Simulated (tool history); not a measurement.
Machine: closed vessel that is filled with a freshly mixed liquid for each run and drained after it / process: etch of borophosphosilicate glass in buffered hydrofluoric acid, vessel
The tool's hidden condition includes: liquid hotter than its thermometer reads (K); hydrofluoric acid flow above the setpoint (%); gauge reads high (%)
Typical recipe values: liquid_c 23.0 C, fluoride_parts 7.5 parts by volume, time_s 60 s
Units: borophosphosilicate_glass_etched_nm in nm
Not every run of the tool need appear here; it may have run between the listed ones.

| run | hour | liquid_c | fluoride_parts | time_s | wafers since the last listed run | hours since the thermometer was replaced | hours since the hydrofluoric acid flow meter was replaced | hours since the gauge calibration | read-back film thickness of the borophosphosilicate glass reference wafer, read on the same gauge (nm) | borophosphosilicate_glass_etched_nm |
|---|---|---|---|---|---|---|---|---|---|---|
| 1 | 0.0 | 23.0 | 7.5 | 60 | 0 | 1763.4 | 1961.2 | 98.5 | 119.99 | 105.14 |
| 2 | 10.4 | 23.0 | 7.5 | 60 | 752 | 1773.8 | 1971.6 | 108.9 | 119.98 | 105.26 |
| 3 | 22.1 | 23.0 | 7.5 | 55 | 846 | 1785.5 | 1983.3 | 120.6 | 119.98 | 96.70 |
| 4 | 31.2 | 23.0 | 7.5 | 55 | 658 | 1794.6 | 1992.4 | 129.7 | 119.99 | 96.71 |
| 5 | 40.7 | 23.0 | 7.5 | 80 | 686 | 1804.1 | 2001.9 | 139.2 | 120.03 | 141.08 |
| 6 | 57.2 | 23.0 | 7.5 | 80 | 1193 | 1820.6 | 2018.4 | 155.7 | 119.99 | 141.67 |
| 7 | 72.8 | 23.0 | 7.5 | 60 | 1128 | 1836.2 | 2034.0 | 171.3 | 119.98 | 105.86 |
| 8 | 80.6 | 23.0 | 7.5 | 60 | 564 | 1844.0 | 2041.8 | 179.1 | 120.00 | 106.87 |
|  | 84.1 | hydrofluoric acid flow meter replaced |
| 9 | 90.8 | 23.0 | 7.5 | 60 | 665 | 1854.2 | 6.7 | 189.3 | 120.00 | 106.69 |
| 10 | 104.5 | 23.0 | 7.5 | 60 | 990 | 1867.9 | 20.4 | 203.0 | 120.01 | 106.80 |
| 11 | 121.4 | 23.0 | 7.5 | 60 | 1222 | 1884.8 | 37.3 | 219.9 | 120.00 | 106.82 |
| 12 | 133.0 | 23.0 | 5.5 | 40 | 838 | 1896.4 | 48.9 | 231.5 | 120.03 | 93.92 |
|  | 138.6 | gauge calibrated |
| 13 | 148.9 | 23.0 | 7.5 | 60 | 1149 | 1912.3 | 64.8 | 10.3 | 120.00 | 106.33 |
| 14 | 160.2 | 27.0 | 9.0 | 80 | 817 | 1923.6 | 76.1 | 21.6 | 120.02 | 143.37 |
| 15 | 170.0 | 25.5 | 6.0 | 50 | 708 | 1933.4 | 85.9 | 31.4 | 119.98 | 124.38 |
| 16 | 178.2 | 23.0 | 7.5 | 60 | 592 | 1941.6 | 94.1 | 39.6 | 120.00 | 106.86 |
|  | 192.1 | thermometer replaced |
| 17 | 195.2 | 23.0 | 6.5 | 35 | 1157 | 3.1 | 111.1 | 56.6 | 120.01 | 62.73 |
| 18 | 211.3 | 23.0 | 7.5 | 60 | 1164 | 19.2 | 127.2 | 72.7 | 120.00 | 94.20 |
| 19 | 220.0 | 23.0 | 7.5 | 60 | 629 | 27.9 | 135.9 | 81.4 | 120.02 | 94.41 |
| 20 | 234.9 | 23.0 | 6.5 | 45 | 1077 | 42.8 | 150.8 | 96.3 | 119.99 | 81.68 |
| 21 | 244.1 | 23.0 | 7.5 | 50 | 665 | 52.0 | 160.0 | 105.5 | 120.00 | 77.61 |
| 22 | 257.0 | 20.5 | 7.5 | 60 | 932 | 64.9 | 172.9 | 118.4 | 119.98 | 81.98 |

3 options for the next run, each taken on its own from the tool as it stands now. Forecast them:
| A | 257.7 | 23.0 | 7.5 | 60 | 50 | 65.6 | 173.6 | 119.1 | ? | ? |
| B | 257.7 | 26.0 | 5.5 | 60 | 50 | 65.6 | 173.6 | 119.1 | ? | ? |
| C | 257.7 | 25.0 | 9.5 | 50 | 50 | 65.6 | 173.6 | 119.1 | ? | ? |

| run | read-back film thickness of the borophosphosilicate glass reference wafer, read on the same gauge (nm) | borophosphosilicate_glass_etched_nm |
|---|---|---|
| A | 120.02 | 94.30 |
| B | 120.02 | 147.50 |
| C | 120.02 | 69.23 |
The same runs, with their run-to-run variation unchanged, on a tool lacking any hidden condition would have given:
| run | borophosphosilicate_glass_etched_nm |
|---|---|
| A | 92.18 |
| B | 144.26 |
| C | 67.69 |
